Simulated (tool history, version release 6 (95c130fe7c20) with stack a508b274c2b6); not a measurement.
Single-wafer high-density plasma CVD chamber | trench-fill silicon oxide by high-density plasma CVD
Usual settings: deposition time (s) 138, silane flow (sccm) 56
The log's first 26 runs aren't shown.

run,hour,deposition time (s),silane flow (sccm),"read-back reference wafer on the same gauge, thickness_nm",mean film thickness on the monitor wafer (nm)
27,1195.4,138,56,727.139,786.398
28,1256.1,112,52,727.082,602.504
29,1291.4,138,56,727.200,787.749
30,1346.1,124,63,726.795,771.922
31,1399.9,138,47,727.279,688.361
32,1446.6,138,56,727.384,783.582
33,1499.6,127,50,727.165,660.855
34,1568.0,138,49,726.592,709.942
35,1595.1,118,63,727.232,736.336
36,1652.9,161,63,726.800,1006.239
37,1696.4,160,64,726.956,1010.971
38,1748.1,160,60,726.857,961.574

4 ways to go on from here, each from the tool as it stands after run 38. What would each give?
A,1748.5,138,53,?,?
B,1748.5,120,53,?,?
C,1748.5,124,62,?,?
D,1748.5,123,47,?,?

run,"read-back reference wafer on the same gauge, thickness_nm",mean film thickness on the monitor wafer (nm)
A,726.444,750.161
B,726.444,652.314
C,726.444,761.650
D,726.444,610.698
Without the tool's hidden state the same runs would have given:
run,mean film thickness on the monitor wafer (nm)
A,752.191
B,654.079
C,763.711
D,612.351
